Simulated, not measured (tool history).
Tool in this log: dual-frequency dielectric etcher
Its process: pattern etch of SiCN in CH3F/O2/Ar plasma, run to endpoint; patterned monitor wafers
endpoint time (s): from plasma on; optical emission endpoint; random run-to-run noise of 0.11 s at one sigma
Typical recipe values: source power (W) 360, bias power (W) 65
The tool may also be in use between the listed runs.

run	day	source power (W)	bias power (W)	wafers since the last listed run	hours since the last wet clean	hours since the last source power generator calibration	hours since the last bias power generator calibration	hours since the last upper electrode change	incoming incoming film thickness, nm	endpoint time (s)
1	0.000	360	65	0	207.4	3132.5	3032.5	3534.6	12.13	37.9
2	2.154	360	65	642	259.1	3184.2	3084.2	3586.3	12.38	38.7
3	4.138	310	69	591	306.7	3231.8	3131.8	3633.9	12.36	39.5
4	5.842	310	69	508	347.6	3272.7	3172.7	3674.8	12.33	39.7
5	8.075	310	69	666	401.2	3326.3	3226.3	3728.4	12.23	39.7
# day 9.400: wet clean of the chamber
6	10.954	360	65	560	37.3	3395.4	3295.4	3797.5	12.32	38.3
7	13.600	360	65	789	100.8	3458.9	3358.9	3861.0	12.34	38.2
8	14.862	410	65	376	131.1	3489.2	3389.2	3891.3	12.36	36.7
# day 16.550: source power generator calibrated
9	16.571	360	76	460	172.1	0.5	3430.2	3932.3	12.35	35.6
# day 18.921: bias power generator calibrated
10	19.304	360	76	766	237.7	66.1	9.2	3997.9	12.27	35.6
11	20.354	300	74	313	262.9	91.3	34.4	4023.1	12.26	38.7
# day 23.817: wet clean of the chamber
12	23.838	410	65	741	0.5	174.9	118.0	4106.7	12.42	36.6
13	28.696	410	75	1450	117.1	291.5	234.6	4223.3	12.14	33.4
14	31.496	360	74	835	184.3	358.7	301.8	4290.5	12.27	35.8
15	33.042	300	58	461	221.4	395.8	338.9	4327.6	12.40	44.0
# day 34.042: upper electrode replaced
16	34.875	360	65	248	265.4	439.8	382.9	20.0	12.38	38.8
17	37.650	380	52	828	332.0	506.4	449.5	86.6	12.29	43.0
# day 40.654: wet clean of the chamber
18	40.675	280	54	604	0.5	579.0	522.1	159.2	12.31	46.1
19	42.525	410	76	552	44.9	623.4	566.5	203.6	12.20	33.1
20	43.575	320	65	313	70.1	648.6	591.7	228.8	12.36	40.1

4 options for the next run, each taken on its own from the tool as it stands now. Forecast them:
A	43.592	360	65	4	70.5	649.0	592.1	229.2	12.33	?
B	43.592	400	81	4	70.5	649.0	592.1	229.2	12.33	?
C	43.592	320	79	4	70.5	649.0	592.1	229.2	12.33	?
D	43.592	420	76	4	70.5	649.0	592.1	229.2	12.33	?

run	endpoint time (s)
A	38.2
B	32.9
C	36.1
D	33.4
The same runs, with their run-to-run variation unchanged, on a tool lacking any hidden condition would have given:
run	endpoint time (s)
A	37.9
B	32.6
C	35.8
D	33.1
